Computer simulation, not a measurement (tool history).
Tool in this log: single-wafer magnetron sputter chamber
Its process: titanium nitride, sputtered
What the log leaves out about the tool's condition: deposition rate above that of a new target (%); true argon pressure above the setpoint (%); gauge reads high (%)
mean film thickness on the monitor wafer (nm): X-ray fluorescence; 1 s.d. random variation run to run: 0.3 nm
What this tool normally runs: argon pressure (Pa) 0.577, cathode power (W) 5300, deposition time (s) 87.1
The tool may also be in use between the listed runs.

run     day  argon pressure (Pa)  cathode power (W)  deposition time (s)  wafers since the last listed run  wafers on the sputter target  hours since the last manometer calibration  hours since the magnet pack was replaced  hours since the gauge calibration  read-back reference wafer on the same gauge, thickness_nm  mean film thickness on the monitor wafer (nm)
  1   0.000                0.577               6250                 87.1                                 0                          1595                                      1539.0                                    8594.2                              422.1                                                     86.154                                         96.145
  2   1.738                0.577               6250                 87.1                               529                          2125                                      1580.7                                    8635.9                              463.8                                                     86.110                                         96.025
  3   2.812                0.577               5300                 96.8                               327                          2453                                      1606.5                                    8661.7                              489.6                                                     86.056                                         92.815
  4   3.958                0.577               5300                 96.8                               349                          2802                                      1634.0                                    8689.2                              517.1                                                     86.123                                         92.613
  5   5.738                0.577               5300                 96.8                               542                          3345                                      1676.7                                    8731.9                              559.8                                                     86.075                                         92.176
  6   8.708                0.577               5300                 87.1                               905                          4251                                      1748.0                                    8803.2                              631.1                                                     86.166                                         83.045
  7  11.446                0.577               5300                 87.1                               834                          5086                                      1813.7                                    8868.9                              696.8                                                     86.116                                         82.416
  8  12.788                0.577               5300                 87.1                               409                          5495                                      1845.9                                    8901.1                              729.0                                                     86.209                                         82.103
     14.154  -- sputter target and shields replaced
  9  14.383                0.577               5300                 73.8                               384                            69                                      1884.2                                    8939.4                              767.3                                                     86.122                                         70.639
     15.650  -- gauge calibrated
 10  16.875                0.577               5300                 87.1                               759                           829                                      1944.0                                    8999.2                               29.4                                                     86.026                                         83.118
 11  19.462                0.577               5300                 70.4                               789                          1618                                      2006.1                                    9061.3                               91.5                                                     86.150                                         67.304
 12  22.229                0.577               5300                 87.1                               843                          2462                                      2072.5                                    9127.7                              157.9                                                     86.075                                         82.985
     23.525  -- capacitance manometer re-zeroed and calibrated
 13  24.008                0.647               5650                 92.2                               440                          2902                                        11.6                                    9170.4                              200.6                                                     86.076                                         92.552
     25.904  -- magnet pack replaced
 14  25.925                0.577               5300                 80.7                               482                          3385                                        57.6                                       0.5                              246.6                                                     86.065                                         79.403
 15  27.096                0.647               5650                 92.2                               357                          3742                                        85.7                                      28.6                              274.7                                                     86.021                                         91.453
 16  28.221                0.661               6600                 76.8                               343                          4085                                       112.7                                      55.6                              301.7                                                     86.179                                         86.711
     30.204  -- sputter target and shields replaced
 17  30.712                0.577               5300                104.3                               658                           154                                       172.5                                     115.4                              361.5                                                     86.086                                        103.500
 18  33.379                0.577               5300                 87.1                               813                           967                                       236.5                                     179.4                              425.5                                                     86.107                                         86.097
 19  34.512                0.414               4800                 70.6                               345                          1313                                       263.7                                     206.6                              452.7                                                     86.054                                         69.800
 20  35.675                0.764               4800                 71.6                               354                          1667                                       291.6                                     234.5                              480.6                                                     86.021                                         58.746

Hidden state at the last listed run before each entry between runs and at the first one after, where it differs:
In the gap between runs 8 and 9: sputter target and shields replaced (day 14.154)
  deposition rate above that of a new target (%): -1.68 -> -0.0664; true argon pressure above the setpoint (%): 15.2 -> 15.5
  what was measured, less what the result would be without the hidden state, mean film thickness on the monitor wafer (nm): -4.930 -> -3.086
In the gap between runs 9 and 10: gauge calibrated (day 15.650)
  deposition rate above that of a new target (%): -0.0664 -> -0.285; true argon pressure above the setpoint (%): 15.5 -> 15.9
  what was measured, less what the result would be without the hidden state, mean film thickness on the monitor wafer (nm): -3.086 -> -3.927
In the gap between runs 12 and 13: capacitance manometer re-zeroed and calibrated (day 23.525)
  deposition rate above that of a new target (%): -0.755 -> -0.911; true argon pressure above the setpoint (%): 16.9 -> 2.38
  what was measured, less what the result would be without the hidden state, mean film thickness on the monitor wafer (nm): -4.559 -> -1.550
In the gap between runs 13 and 14: magnet pack replaced (day 25.904)
  deposition rate above that of a new target (%): -0.911 -> -1.08; true argon pressure above the setpoint (%): 2.38 -> 2.72
  what was measured, less what the result would be without the hidden state, mean film thickness on the monitor wafer (nm): -1.550 -> -1.467
In the gap between runs 16 and 17: sputter target and shields replaced (day 30.204)
  deposition rate above that of a new target (%): -1.28 -> -0.284; true argon pressure above the setpoint (%): 3.13 -> 3.58
  what was measured, less what the result would be without the hidden state, mean film thickness on the monitor wafer (nm): -2.015 -> -1.319

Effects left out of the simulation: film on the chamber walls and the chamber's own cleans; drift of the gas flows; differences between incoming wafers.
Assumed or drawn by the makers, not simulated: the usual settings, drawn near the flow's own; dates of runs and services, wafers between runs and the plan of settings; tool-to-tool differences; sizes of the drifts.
